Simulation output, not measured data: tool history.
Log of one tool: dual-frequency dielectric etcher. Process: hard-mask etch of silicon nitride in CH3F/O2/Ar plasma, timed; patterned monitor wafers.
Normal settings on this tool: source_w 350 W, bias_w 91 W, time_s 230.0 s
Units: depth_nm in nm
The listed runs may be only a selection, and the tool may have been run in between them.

| run | day | source_w | bias_w | time_s | wafers since the last listed run | hours since the last wet clean | hours since the last source power generator calibration | hours since the last bias power generator calibration | hours since the last upper electrode change | hours since the gauge calibration | read-back reference wafer on the same gauge, depth_nm | depth_nm |
|---|---|---|---|---|---|---|---|---|---|---|---|---|
| 1 | 0.000 | 350 | 91 | 230.0 | 0 | 72.2 | 1278.2 | 711.8 | 1237.0 | 809.3 | 175.0 | 188.8 |
| 2 | 2.346 | 350 | 91 | 230.0 | 195 | 128.5 | 1334.5 | 768.1 | 1293.3 | 865.6 | 175.0 | 188.1 |
| 3 | 4.117 | 350 | 91 | 230.0 | 147 | 171.0 | 1377.0 | 810.6 | 1335.8 | 908.1 | 175.2 | 189.1 |
| 4 | 5.788 | 350 | 91 | 230.0 | 139 | 211.1 | 1417.1 | 850.7 | 1375.9 | 948.2 | 175.0 | 188.7 |
| 5 | 8.171 | 350 | 91 | 230.0 | 198 | 268.3 | 1474.3 | 907.9 | 1433.1 | 1005.4 | 175.0 | 190.2 |
| 6 | 9.612 | 350 | 91 | 230.0 | 119 | 302.9 | 1508.9 | 942.5 | 1467.7 | 1040.0 | 175.0 | 190.7 |
| 7 | 11.396 | 350 | 84 | 260.0 | 148 | 345.7 | 1551.7 | 985.3 | 1510.5 | 1082.8 | 175.1 | 209.2 |
| 8 | 13.100 | 350 | 84 | 260.0 | 141 | 386.6 | 1592.6 | 1026.2 | 1551.4 | 1123.7 | 175.2 | 210.8 |
| 9 | 15.517 | 350 | 91 | 230.0 | 201 | 444.6 | 1650.6 | 1084.2 | 1609.4 | 1181.7 | 175.0 | 191.3 |
|  | 16.746 | wet clean of the chamber |
| 10 | 17.488 | 350 | 91 | 230.0 | 80 | 17.8 | 1697.9 | 1131.5 | 1656.7 | 1229.0 | 175.0 | 185.1 |
|  | 18.771 | gauge calibrated |
|  | 25.350 | bias power generator calibrated |
| 11 | 25.717 | 350 | 82 | 296.0 | 670 | 215.3 | 1895.4 | 8.8 | 1854.2 | 166.7 | 175.0 | 234.4 |
| 12 | 28.308 | 420 | 100 | 201.5 | 215 | 277.5 | 1957.6 | 71.0 | 1916.4 | 228.9 | 175.0 | 181.6 |
|  | 29.450 | source power generator calibrated |
| 13 | 30.150 | 420 | 103 | 199.5 | 139 | 321.7 | 16.8 | 115.2 | 1960.6 | 273.1 | 175.1 | 182.2 |
| 14 | 32.933 | 280 | 99 | 280.0 | 231 | 388.5 | 83.6 | 182.0 | 2027.4 | 339.9 | 175.0 | 227.5 |
|  | 34.021 | upper electrode replaced |
|  | 34.246 | wet clean of the chamber |
| 15 | 35.521 | 390 | 91 | 230.0 | 113 | 30.6 | 145.7 | 244.1 | 36.0 | 402.0 | 174.9 | 192.0 |
| 16 | 37.967 | 440 | 91 | 230.0 | 203 | 89.3 | 204.4 | 302.8 | 94.7 | 460.7 | 175.0 | 199.8 |
| 17 | 39.692 | 350 | 91 | 200.0 | 143 | 130.7 | 245.8 | 344.2 | 136.1 | 502.1 | 174.9 | 164.0 |
| 18 | 41.942 | 350 | 91 | 230.0 | 187 | 184.7 | 299.8 | 398.2 | 190.1 | 556.1 | 174.9 | 188.1 |
| 19 | 43.546 | 350 | 77 | 205.5 | 133 | 223.2 | 338.3 | 436.7 | 228.6 | 594.6 | 174.9 | 159.4 |
| 20 | 45.204 | 390 | 85 | 283.0 | 138 | 263.0 | 378.1 | 476.5 | 268.4 | 634.4 | 174.8 | 235.6 |
| 21 | 46.258 | 350 | 91 | 200.0 | 87 | 288.3 | 403.4 | 501.8 | 293.7 | 659.7 | 174.9 | 164.8 |

Entry by entry between the runs, the difference in hidden state between the last listed run before and the first listed run after:
After run 9, before run 10: wet clean of the chamber (day 16.746)
  etch rate over this chamber's usual, %: 3.21 -> 0.252; bias power that arrives over what is set, %: -2.67 -> -2.89
  measured value less the no-hidden-state value, depth_nm: +4.1 -> -1.4 nm
After run 10, before run 11: gauge calibrated (day 18.771); bias power generator calibrated (day 25.350)
  etch rate over this chamber's usual, %: 0.252 -> 1.45; bias power that arrives over what is set, %: -2.89 -> -0.383
  measured value less the no-hidden-state value, depth_nm: -1.4 -> +3.0 nm
After run 12, before run 13: source power generator calibrated (day 29.450)
  etch rate over this chamber's usual, %: 1.83 -> 2.1; bias power that arrives over what is set, %: -0.393 -> -0.411
  measured value less the no-hidden-state value, depth_nm: +3.0 -> +3.5 nm
After run 14, before run 15: upper electrode replaced (day 34.021); wet clean of the chamber (day 34.246)
  etch rate over this chamber's usual, %: 2.51 -> 0.212; bias power that arrives over what is set, %: -0.453 -> -0.509
  measured value less the no-hidden-state value, depth_nm: +5.2 -> +0.0 nm
